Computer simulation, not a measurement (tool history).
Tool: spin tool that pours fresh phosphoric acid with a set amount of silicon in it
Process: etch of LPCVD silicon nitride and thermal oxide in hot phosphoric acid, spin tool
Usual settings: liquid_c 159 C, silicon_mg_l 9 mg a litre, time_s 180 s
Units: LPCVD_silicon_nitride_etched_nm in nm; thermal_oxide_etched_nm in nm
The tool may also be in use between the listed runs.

run,hour,liquid_c,silicon_mg_l,time_s,"read-back film thickness of the LPCVD silicon nitride reference wafer, read on the same gauge (nm)","read-back film thickness of the thermal oxide reference wafer, read on the same gauge (nm)",LPCVD_silicon_nitride_etched_nm,thermal_oxide_etched_nm
1,0,158,9,180,90.01,139.994,13.55,0.31
2,12,159,9,180,90.01,139.989,13.83,0.302
# hour 19.5: heated supply line repaired
3,26.9,159,9,180,89.99,139.993,13.96,0.369
4,44.5,159,9,180,89.95,139.997,13.89,0.33
5,62.1,159,9,180,90,139.981,13.79,0.315
6,76.8,159,9,180,90,140,13.79,0.345
7,89.9,159,9,180,90.04,140.014,13.77,0.278
8,99.2,157.5,5.5,145,90.01,139.967,10.49,0.217
9,112.6,159,2.5,180,89.96,140.017,13.77,0.391
# hour 117.4: gauge calibrated
# hour 120.6: thermometer replaced
10,128.1,159,9,180,90,139.975,14.94,0.368
11,143.4,159,9,180,89.97,139.987,14.79,0.381
12,152.5,159,9,210,89.99,139.964,17.12,0.491

Run 13 comes next. What will it give?
# hour 155.3: dissolved silicon flow meter replaced
13,166.4,160.5,9,85,?,?,?,?

read-back film thickness of the LPCVD silicon nitride reference wafer, read on the same gauge (nm): 90.01
read-back film thickness of the thermal oxide reference wafer, read on the same gauge (nm): 140.016
LPCVD_silicon_nitride_etched_nm: 7.33 nm
thermal_oxide_etched_nm: 0.195 nm
Without the tool's hidden state the same run would have given LPCVD_silicon_nitride_etched_nm 7.39 nm, thermal_oxide_etched_nm 0.199 nm.
